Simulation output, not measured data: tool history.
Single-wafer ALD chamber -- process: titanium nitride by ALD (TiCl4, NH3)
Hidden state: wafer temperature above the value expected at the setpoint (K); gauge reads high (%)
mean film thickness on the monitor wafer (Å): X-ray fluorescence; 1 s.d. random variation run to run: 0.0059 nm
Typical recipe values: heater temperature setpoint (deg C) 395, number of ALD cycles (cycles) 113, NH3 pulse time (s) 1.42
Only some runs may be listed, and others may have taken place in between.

run,hour,heater temperature setpoint (deg C),number of ALD cycles (cycles),NH3 pulse time (s),wafers since the last listed run,hours since the last thermocouple change,hours since the showerhead was replaced,hours since the gauge calibration,"read-back reference wafer on the same gauge, thickness_nm",mean film thickness on the monitor wafer (Å)
1,0.0,395,128,1.42,0,996.1,8161.1,69.6,1.928,26.74
2,8.9,400,113,1.65,23,1005.0,8170.0,78.5,1.929,23.77
3,17.2,400,113,1.65,22,1013.3,8178.3,86.8,1.930,23.69
4,25.4,405,113,1.42,21,1021.5,8186.5,95.0,1.931,23.80
5,34.4,402,113,1.10,24,1030.5,8195.5,104.0,1.932,23.51
6,50.0,402,113,1.10,41,1046.1,8211.1,119.6,1.931,23.62
7,66.6,391,96,1.42,44,1062.7,8227.7,136.2,1.932,19.96
8,79.8,391,96,1.42,35,1075.9,8240.9,149.4,1.933,19.99
9,90.4,391,96,1.42,28,1086.5,8251.5,160.0,1.936,19.94
10,96.6,395,98,1.42,16,1092.7,8257.7,166.2,1.937,20.49
11,103.3,395,98,1.42,17,1099.4,8264.4,172.9,1.936,20.47
12,117.2,395,98,1.42,37,1113.3,8278.3,186.8,1.935,20.54
13,134.5,395,113,1.42,46,1130.6,8295.6,204.1,1.937,23.68
14,145.1,395,113,1.42,28,1141.2,8306.2,214.7,1.938,23.67
15,158.3,395,113,1.42,35,1154.4,8319.4,227.9,1.939,23.72
16,165.0,395,113,1.42,17,1161.1,8326.1,234.6,1.939,23.60
17,175.3,395,122,1.13,27,1171.4,8336.4,244.9,1.939,25.41
18,186.5,404,113,1.42,29,1182.6,8347.6,256.1,1.938,23.87
19,197.6,395,113,1.66,29,1193.7,8358.7,267.2,1.940,23.78
20,207.9,395,113,1.23,27,1204.0,8369.0,277.5,1.939,23.46
21,217.2,380,113,1.42,24,1213.3,8378.3,286.8,1.939,23.37
22,223.3,395,97,1.42,16,1219.4,8384.4,292.9,1.938,20.38
23,232.7,395,113,1.13,25,1228.8,8393.8,302.3,1.940,23.36
# hour 243.6: showerhead replaced
24,244.2,406,113,1.03,9,1240.3,0.6,313.8,1.941,23.64
25,251.4,409,107,1.76,19,1247.5,7.8,321.0,1.942,22.84
26,268.0,395,130,1.42,44,1264.1,24.4,337.6,1.941,27.19
# hour 282.9: thermocouple changed; heater temperature recalibrated
27,283.8,401,92,1.42,20,0.9,40.2,353.4,1.940,19.44
28,322.9,407,133,1.98,104,40.0,79.3,392.5,1.940,28.44
29,330.8,387,124,1.10,21,47.9,87.2,400.4,1.941,25.50
# hour 339.4: gauge calibrated
30,345.6,395,135,1.42,39,62.7,102.0,6.2,1.921,27.93
31,358.2,384,104,1.56,33,75.3,114.6,18.8,1.922,21.48
32,376.1,390,99,1.63,47,93.2,132.5,36.7,1.927,20.58
33,392.7,402,92,1.42,44,109.8,149.1,53.3,1.929,19.27
34,403.8,395,135,1.25,29,120.9,160.2,64.4,1.929,27.95
35,418.1,395,113,1.42,38,135.2,174.5,78.7,1.930,23.50
36,426.9,380,113,1.42,23,144.0,183.3,87.5,1.932,23.08
37,436.3,404,113,1.62,25,153.4,192.7,96.9,1.931,23.87
38,443.3,391,96,1.42,18,160.4,199.7,103.9,1.932,19.91
39,454.5,395,97,1.42,29,171.6,210.9,115.1,1.935,20.26
40,465.7,383,107,1.14,29,182.8,222.1,126.3,1.935,21.97

4 options for the next run, each taken on its own from the tool as it stands now. Forecast them:
A,466.3,395,123,1.42,1,183.4,222.7,126.9,?,?
B,466.3,406,113,0.98,1,183.4,222.7,126.9,?,?
C,466.3,395,126,1.67,1,183.4,222.7,126.9,?,?
D,466.3,400,103,1.58,1,183.4,222.7,126.9,?,?

run,"read-back reference wafer on the same gauge, thickness_nm",mean film thickness on the monitor wafer (Å)
A,1.935,25.69
B,1.935,23.54
C,1.935,26.47
D,1.935,21.70
Without the tool's unlogged condition, the same runs would have read:
run,mean film thickness on the monitor wafer (Å)
A,25.49
B,23.36
C,26.26
D,21.53
